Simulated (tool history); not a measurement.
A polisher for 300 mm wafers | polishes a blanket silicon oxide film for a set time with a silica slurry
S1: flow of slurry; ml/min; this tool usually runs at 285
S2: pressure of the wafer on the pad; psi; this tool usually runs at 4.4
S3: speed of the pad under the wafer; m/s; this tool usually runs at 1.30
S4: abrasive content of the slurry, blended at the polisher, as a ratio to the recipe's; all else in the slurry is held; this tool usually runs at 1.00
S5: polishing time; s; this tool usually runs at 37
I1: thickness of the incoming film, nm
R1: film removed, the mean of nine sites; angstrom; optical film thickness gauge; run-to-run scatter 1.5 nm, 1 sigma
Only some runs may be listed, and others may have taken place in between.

| run | hour | S1 | S2 | S3 | S4 | S5 | I1 | R1 |
|---|---|---|---|---|---|---|---|---|
| 1 | 0.0 | 285 | 4.4 | 1.30 | 1.00 | 30 | 1811.3 | 1029 |
| 2 | 13.8 | 285 | 4.4 | 1.30 | 1.00 | 30 | 1867.8 | 1049 |
| 3 | 29.5 | 285 | 4.4 | 1.30 | 1.00 | 30 | 1852.0 | 1034 |
| 4 | 35.5 | 285 | 4.4 | 1.30 | 1.10 | 37 | 1846.2 | 1330 |
| 5 | 44.6 | 285 | 4.4 | 1.30 | 1.10 | 37 | 1814.8 | 1347 |
| 6 | 58.7 | 285 | 4.4 | 1.30 | 1.10 | 37 | 1838.0 | 1302 |
| 7 | 65.1 | 215 | 4.4 | 1.30 | 1.00 | 37 | 1826.4 | 1179 |
| 8 | 84.0 | 215 | 4.4 | 1.30 | 1.00 | 37 | 1812.2 | 1145 |
| 9 | 95.6 | 215 | 4.4 | 1.30 | 1.00 | 37 | 1844.7 | 1115 |
| 10 | 106.2 | 285 | 4.9 | 1.30 | 1.00 | 37 | 1834.6 | 1213 |
| 11 | 124.0 | 375 | 3.4 | 1.30 | 1.00 | 37 | 1828.8 | 1168 |
| 12 | 137.8 | 285 | 4.4 | 1.68 | 1.25 | 37 | 1815.2 | 1541 |
| 13 | 151.4 | 285 | 4.4 | 1.30 | 1.00 | 27 | 1819.5 | 931 |
| 14 | 161.8 | 285 | 4.4 | 1.30 | 1.00 | 37 | 1808.5 | 1241 |
| 15 | 174.8 | 285 | 4.4 | 1.30 | 1.15 | 26 | 1841.3 | 916 |
| 16 | 186.6 | 330 | 4.4 | 1.30 | 0.90 | 37 | 1822.2 | 1168 |
| 17 | 192.7 | 285 | 4.4 | 1.30 | 1.00 | 37 | 1822.0 | 1218 |

Put back what was entered between runs (6 entries, withheld): which listed runs does each sit between, and how does the hidden state differ from the listed run before to the listed run after?
Logged between run 2 and run 3: conditioning disc replaced and pad reconditioned (hour 22.2)
  removal rate lost through wear of the pad, %: 1.37 -> 2.19
  measured minus no-state result, R1: -15 -> -23 angstrom
Logged between run 6 and run 7: slurry nozzle cleaned (hour 60.5)
  removal rate lost through wear of the pad, %: 4.87 -> 5.66
  measured minus no-state result, R1: -67 -> -71 angstrom
Logged between run 7 and run 8: head pressure recalibrated (hour 83.5)
  removal rate lost through wear of the pad, %: 5.66 -> 8.43
  measured minus no-state result, R1: -71 -> -106 angstrom
Logged between run 10 and run 11: worn pad replaced by a new one, of another model than before (hour 120.6)
  removal rate lost through wear of the pad, %: 12.5 -> 1.79
  measured minus no-state result, R1: -172 -> -21 angstrom
Logged between run 11 and run 12: slurry blender recalibrated (hour 130.3)
  removal rate lost through wear of the pad, %: 1.79 -> 2.04
  measured minus no-state result, R1: -21 -> -32 angstrom
Logged between run 12 and run 13: conditioning disc replaced and pad reconditioned (hour 150.9)
  removal rate lost through wear of the pad, %: 2.04 -> 2.62
  measured minus no-state result, R1: -32 -> -25 angstrom
